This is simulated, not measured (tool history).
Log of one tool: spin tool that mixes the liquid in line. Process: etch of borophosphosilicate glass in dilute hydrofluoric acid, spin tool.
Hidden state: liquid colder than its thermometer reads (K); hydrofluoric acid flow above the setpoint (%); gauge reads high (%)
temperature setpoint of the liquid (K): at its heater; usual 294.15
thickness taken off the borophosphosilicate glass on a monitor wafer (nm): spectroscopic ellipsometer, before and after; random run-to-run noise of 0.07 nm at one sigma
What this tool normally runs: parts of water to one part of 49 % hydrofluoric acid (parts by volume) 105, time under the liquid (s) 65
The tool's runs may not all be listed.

run,hour,temperature setpoint of the liquid (K),parts of water to one part of 49 % hydrofluoric acid (parts by volume),time under the liquid (s),wafers since the last listed run,hours since the thermometer was replaced,hours since the hydrofluoric acid flow meter was replaced,hours since the gauge calibration,"read-back film thickness of the borophosphosilicate glass reference wafer, read on the same gauge (nm)",thickness taken off the borophosphosilicate glass on a monitor wafer (nm)
1,0,294.15,105,65,0,335.9,1031.5,1571.2,120,13.16
2,75,294.15,105,65,627,410.9,1106.5,1646.2,120.01,13.02
3,287.4,294.15,105,65,1778,623.3,1318.9,1858.6,120.04,13.12
4,352.3,294.15,105,65,543,688.2,1383.8,1923.5,120.01,13.08
5,407,294.15,105,65,457,742.9,1438.5,1978.2,119.98,13.12
6,470.1,294.15,105,65,528,806,1501.6,2041.3,120.02,13.05
# hour 507: hydrofluoric acid flow meter replaced
7,520.6,294.15,105,65,414,856.5,13.6,2091.8,120.01,12.73
8,585.9,294.15,105,65,546,921.8,78.9,2157.1,120.05,12.7
9,786.1,294.15,105,65,1676,1122,279.1,2357.3,120,12.62
10,890.7,294.15,105,65,875,1226.6,383.7,2461.9,119.98,12.66
11,987.1,294.15,105,65,807,1323,480.1,2558.3,119.96,12.61
12,1051.4,294.15,130,65,538,1387.3,544.4,2622.6,119.99,9.97
13,1120.2,296.65,115,65,576,1456.1,613.2,2691.4,120.03,12.47
14,1223.1,294.15,85,65,861,1559,716.1,2794.3,119.99,15.91
# hour 1226.8: gauge calibrated
15,1279.1,294.15,105,65,468,1615,772.1,52.3,120,12.55
16,1366.8,296.65,150,65,734,1702.7,859.8,140,120,9.16
# hour 1385.3: thermometer replaced
17,1426.8,292.65,140,100,493,41.5,919.8,200,119.99,13.96
18,1503,291.15,65,65,637,117.7,996,276.2,119.97,19.82
19,1589.1,291.65,125,65,720,203.8,1082.1,362.3,120,9.83
20,1629.7,291.65,105,65,339,244.4,1122.7,402.9,119.97,11.87
# hour 1675.9: hydrofluoric acid flow meter replaced
21,1682.7,294.15,120,100,435,297.4,6.8,455.9,120,17.07
22,1787,290.15,75,80,873,401.7,111.1,560.2,120,19.34
23,1876.6,294.15,145,90,750,491.3,200.7,649.8,119.97,12.21
24,1958.8,294.15,105,65,688,573.5,282.9,732,120.01,12.83
25,2242.6,290.65,150,40,2376,857.3,566.7,1015.8,119.98,4.54
26,2287.3,294.15,105,45,374,902,611.4,1060.5,119.98,8.81

Here are 4 independent what-if runs from the current tool condition. What would each one return?
A,2287.7,295.65,105,65,3,902.4,611.8,1060.9,?,?
B,2287.7,290.65,105,40,3,902.4,611.8,1060.9,?,?
C,2287.7,290.65,90,105,3,902.4,611.8,1060.9,?,?
D,2287.7,290.65,90,100,3,902.4,611.8,1060.9,?,?

run,"read-back film thickness of the borophosphosilicate glass reference wafer, read on the same gauge (nm)",thickness taken off the borophosphosilicate glass on a monitor wafer (nm)
A,120.03,13.6
B,120.03,6.81
C,120.03,21.18
D,120.03,20.17
The same runs, with their run-to-run variation unchanged, on a tool lacking any hidden condition would have given:
run,thickness taken off the borophosphosilicate glass on a monitor wafer (nm)
A,13.88
B,6.96
C,21.65
D,20.62
